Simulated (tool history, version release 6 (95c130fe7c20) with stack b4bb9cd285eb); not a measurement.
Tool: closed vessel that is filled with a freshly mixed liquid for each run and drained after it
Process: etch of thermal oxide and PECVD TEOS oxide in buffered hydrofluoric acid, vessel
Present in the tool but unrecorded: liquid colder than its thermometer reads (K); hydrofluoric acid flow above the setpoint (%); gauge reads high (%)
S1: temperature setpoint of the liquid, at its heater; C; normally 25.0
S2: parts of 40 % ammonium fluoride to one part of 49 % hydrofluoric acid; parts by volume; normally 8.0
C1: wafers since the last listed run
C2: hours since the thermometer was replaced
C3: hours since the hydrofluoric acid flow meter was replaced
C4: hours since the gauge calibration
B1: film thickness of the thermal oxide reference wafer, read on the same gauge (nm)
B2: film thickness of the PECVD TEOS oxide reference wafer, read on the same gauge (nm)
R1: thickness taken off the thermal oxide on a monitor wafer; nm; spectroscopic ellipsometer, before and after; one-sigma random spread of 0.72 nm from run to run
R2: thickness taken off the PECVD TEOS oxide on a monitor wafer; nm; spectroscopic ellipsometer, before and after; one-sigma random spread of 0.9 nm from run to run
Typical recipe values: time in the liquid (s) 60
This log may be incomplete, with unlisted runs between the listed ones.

run 1 hour=0.0 | S1=27.0 S2=8.0 time_in_the_liquid_(s)=60 | C1=0 C2=1477.7 C3=1558.8 C4=247.8 | B1=89.99 B2=50.00 | R1=99.62 R2=217.86
run 2 hour=17.2 | S1=25.0 S2=8.0 time_in_the_liquid_(s)=60 | C1=1836 C2=1494.9 C3=1576.0 C4=265.0 | B1=89.99 B2=50.00 | R1=90.15 R2=195.98
run 3 hour=34.6 | S1=25.0 S2=8.0 time_in_the_liquid_(s)=60 | C1=1857 C2=1512.3 C3=1593.4 C4=282.4 | B1=89.99 B2=50.02 | R1=91.34 R2=195.73
run 4 hour=46.7 | S1=25.0 S2=8.0 time_in_the_liquid_(s)=60 | C1=1291 C2=1524.4 C3=1605.5 C4=294.5 | B1=89.99 B2=49.99 | R1=92.36 R2=194.59
run 5 hour=56.0 | S1=25.0 S2=8.0 time_in_the_liquid_(s)=60 | C1=992 C2=1533.7 C3=1614.8 C4=303.8 | B1=89.99 B2=49.99 | R1=90.33 R2=196.97
run 6 hour=62.9 | S1=25.0 S2=8.0 time_in_the_liquid_(s)=60 | C1=736 C2=1540.6 C3=1621.7 C4=310.7 | B1=89.99 B2=49.99 | R1=89.56 R2=195.60
run 7 hour=90.0 | S1=25.0 S2=8.0 time_in_the_liquid_(s)=60 | C1=2892 C2=1567.7 C3=1648.8 C4=337.8 | B1=89.99 B2=50.00 | R1=89.65 R2=195.39
run 8 hour=99.1 | S1=25.0 S2=8.0 time_in_the_liquid_(s)=60 | C1=971 C2=1576.8 C3=1657.9 C4=346.9 | B1=90.00 B2=50.01 | R1=90.21 R2=195.93
run 9 hour=105.2 | S1=25.0 S2=8.0 time_in_the_liquid_(s)=60 | C1=651 C2=1582.9 C3=1664.0 C4=353.0 | B1=90.03 B2=50.00 | R1=89.39 R2=194.64
run 10 hour=123.0 | S1=25.0 S2=8.0 time_in_the_liquid_(s)=60 | C1=1900 C2=1600.7 C3=1681.8 C4=370.8 | B1=89.99 B2=49.99 | R1=90.91 R2=196.71
run 11 hour=131.6 | S1=23.5 S2=10.0 time_in_the_liquid_(s)=45 | C1=918 C2=1609.3 C3=1690.4 C4=379.4 | B1=89.98 B2=50.00 | R1=51.85 R2=111.08
run 12 hour=147.4 | S1=22.0 S2=8.0 time_in_the_liquid_(s)=85 | C1=1686 C2=1625.1 C3=1706.2 C4=395.2 | B1=90.00 B2=49.99 | R1=108.45 R2=234.95
-- hour=152.2 hydrofluoric acid flow meter replaced
run 13 hour=161.4 | S1=25.0 S2=8.0 time_in_the_liquid_(s)=90 | C1=1387 C2=1639.1 C3=9.2 C4=409.2 | B1=89.97 B2=49.98 | R1=136.79 R2=293.05
run 14 hour=169.8 | S1=25.0 S2=8.0 time_in_the_liquid_(s)=60 | C1=896 C2=1647.5 C3=17.6 C4=417.6 | B1=89.98 B2=50.01 | R1=91.99 R2=196.17
run 15 hour=178.6 | S1=25.0 S2=8.0 time_in_the_liquid_(s)=60 | C1=939 C2=1656.3 C3=26.4 C4=426.4 | B1=89.99 B2=50.01 | R1=90.73 R2=195.93
-- hour=180.7 thermometer replaced
run 16 hour=189.7 | S1=21.5 S2=6.0 time_in_the_liquid_(s)=35 | C1=1078 C2=9.0 C3=37.5 C4=437.5 | B1=90.01 B2=50.00 | R1=57.48 R2=125.73
run 17 hour=203.9 | S1=25.0 S2=8.0 time_in_the_liquid_(s)=60 | C1=1515 C2=23.2 C3=51.7 C4=451.7 | B1=90.01 B2=49.99 | R1=90.28 R2=195.89
-- hour=207.8 gauge calibrated
run 18 hour=211.7 | S1=29.0 S2=5.5 time_in_the_liquid_(s)=85 | C1=832 C2=31.0 C3=59.5 C4=3.9 | B1=90.01 B2=49.99 | R1=225.44 R2=486.39
run 19 hour=221.7 | S1=25.0 S2=8.0 time_in_the_liquid_(s)=60 | C1=1067 C2=41.0 C3=69.5 C4=13.9 | B1=89.98 B2=50.01 | R1=90.38 R2=196.73
run 20 hour=239.1 | S1=28.0 S2=5.5 time_in_the_liquid_(s)=35 | C1=1857 C2=58.4 C3=86.9 C4=31.3 | B1=90.00 B2=50.01 | R1=86.56 R2=191.50
run 21 hour=254.1 | S1=20.0 S2=5.0 time_in_the_liquid_(s)=95 | C1=1601 C2=73.4 C3=101.9 C4=46.3 | B1=89.99 B2=50.00 | R1=169.00 R2=366.22
run 22 hour=271.1 | S1=27.5 S2=10.0 time_in_the_liquid_(s)=60 | C1=1814 C2=90.4 C3=118.9 C4=63.3 | B1=90.01 B2=49.99 | R1=85.28 R2=186.42
run 23 hour=279.6 | S1=21.5 S2=6.5 time_in_the_liquid_(s)=75 | C1=907 C2=98.9 C3=127.4 C4=71.8 | B1=90.00 B2=50.00 | R1=115.02 R2=247.62
run 24 hour=290.3 | S1=25.0 S2=10.5 time_in_the_liquid_(s)=60 | C1=1142 C2=109.6 C3=138.1 C4=82.5 | B1=89.99 B2=50.00 | R1=70.87 R2=154.85
run 25 hour=296.4 | S1=25.0 S2=8.0 time_in_the_liquid_(s)=30 | C1=651 C2=115.7 C3=144.2 C4=88.6 | B1=89.99 B2=50.03 | R1=45.32 R2=98.12
run 26 hour=306.3 | S1=25.0 S2=6.5 time_in_the_liquid_(s)=75 | C1=1056 C2=125.6 C3=154.1 C4=98.5 | B1=89.99 B2=49.99 | R1=139.51 R2=301.33

What if the next run were any one of these 4? Each begins from the tool's condition after run 26:
run A hour=307.0 | S1=20.5 S2=8.0 time_in_the_liquid_(s)=60 | C1=74 C2=126.3 C3=154.8 C4=99.2 | B1=? B2=? | R1=? R2=?
run B hour=307.0 | S1=26.5 S2=11.0 time_in_the_liquid_(s)=80 | C1=74 C2=126.3 C3=154.8 C4=99.2 | B1=? B2=? | R1=? R2=?
run C hour=307.0 | S1=23.5 S2=8.0 time_in_the_liquid_(s)=35 | C1=74 C2=126.3 C3=154.8 C4=99.2 | B1=? B2=? | R1=? R2=?
run D hour=307.0 | S1=21.5 S2=9.5 time_in_the_liquid_(s)=90 | C1=74 C2=126.3 C3=154.8 C4=99.2 | B1=? B2=? | R1=? R2=?

run=A B1=90.02 B2=50.01 R1=71.09 R2=152.72
run=B B1=90.02 B2=50.01 R1=98.78 R2=212.21
run=C B1=90.02 B2=50.01 R1=48.94 R2=105.13
run=D B1=90.02 B2=50.01 R1=95.88 R2=205.99
With the hidden condition removed and each run's random variation left untouched, the same runs would have given:
run=A R1=71.09 R2=152.72
run=B R1=98.78 R2=212.21
run=C R1=48.94 R2=105.13
run=D R1=95.88 R2=205.99

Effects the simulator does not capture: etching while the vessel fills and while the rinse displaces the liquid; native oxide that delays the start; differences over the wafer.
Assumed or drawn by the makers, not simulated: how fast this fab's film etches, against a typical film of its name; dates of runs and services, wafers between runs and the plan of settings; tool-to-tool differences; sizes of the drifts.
